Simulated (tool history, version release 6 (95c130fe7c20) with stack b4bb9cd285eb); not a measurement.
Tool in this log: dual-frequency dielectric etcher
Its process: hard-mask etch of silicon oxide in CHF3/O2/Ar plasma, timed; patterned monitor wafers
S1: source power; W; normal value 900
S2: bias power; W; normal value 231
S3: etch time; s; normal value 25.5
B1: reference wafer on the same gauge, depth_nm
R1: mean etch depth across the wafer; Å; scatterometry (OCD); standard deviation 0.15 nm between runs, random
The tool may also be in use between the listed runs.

Run 1, day 0.000: usual settings; B1 73.9. Result: R1 640 Å.
Run 2, day 6.296: usual settings; B1 73.8. Result: R1 635 Å.
At day 10.046: wet clean of the chamber.
Run 3, day 10.146: usual settings but S1 790 W, S2 216 W; B1 73.6. Result: R1 582 Å.
Run 4, day 14.408: usual settings but S1 790 W, S2 216 W; B1 73.6. Result: R1 582 Å.
Run 5, day 16.888: usual settings but S1 1070 W, S3 21.5 s; B1 73.4. Result: R1 580 Å.
Run 6, day 20.688: usual settings but S1 1070 W, S3 21.5 s; B1 73.4. Result: R1 579 Å.
At day 22.412: bias power generator calibrated.
Run 7, day 23.638: usual settings; B1 73.3. Result: R1 636 Å.
Run 8, day 25.900: usual settings; B1 73.2. Result: R1 634 Å.
Run 9, day 29.279: usual settings; B1 73.2. Result: R1 634 Å.
At day 31.367: wet clean of the chamber.
Run 10, day 31.950: usual settings but S3 27.0 s; B1 73.1. Result: R1 670 Å.
At day 35.721: upper electrode replaced.
Run 11, day 35.742: usual settings but S3 27.0 s; B1 73.1. Result: R1 669 Å.
Run 12, day 36.342: usual settings; B1 72.9. Result: R1 634 Å.
Run 13, day 39.212: usual settings but S1 1020 W; B1 72.9. Result: R1 667 Å.
Run 14, day 43.100: usual settings; B1 72.8. Result: R1 632 Å.
At day 45.579: source power generator calibrated.
Run 15, day 46.950: usual settings; B1 72.7. Result: R1 630 Å.
Run 16, day 50.254: usual settings; B1 72.7. Result: R1 629 Å.
Run 17, day 52.488: usual settings but S1 990 W, S3 23.0 s; B1 72.5. Result: R1 591 Å.
At day 54.258: wet clean of the chamber.
Run 18, day 54.379: usual settings but S3 20.0 s; B1 72.4. Result: R1 492 Å.
At day 55.950: gauge calibrated.
Run 19, day 58.379: usual settings but S2 283 W, S3 20.0 s; B1 74.6. Result: R1 559 Å.
Run 20, day 62.104: usual settings but S1 980 W, S2 197 W, S3 20.0 s; B1 74.6. Result: R1 485 Å.
Run 21, day 66.462: usual settings but S3 30.5 s; B1 74.5. Result: R1 772 Å.

Run 22 has not been measured yet. What should we expect?
Run 22, day 69.283: usual settings but S1 960 W; B1 ?. Result: R1 ?.

B1: 74.5
R1: 668 Å
Without the tool's hidden state the same run would have given R1 666 Å.

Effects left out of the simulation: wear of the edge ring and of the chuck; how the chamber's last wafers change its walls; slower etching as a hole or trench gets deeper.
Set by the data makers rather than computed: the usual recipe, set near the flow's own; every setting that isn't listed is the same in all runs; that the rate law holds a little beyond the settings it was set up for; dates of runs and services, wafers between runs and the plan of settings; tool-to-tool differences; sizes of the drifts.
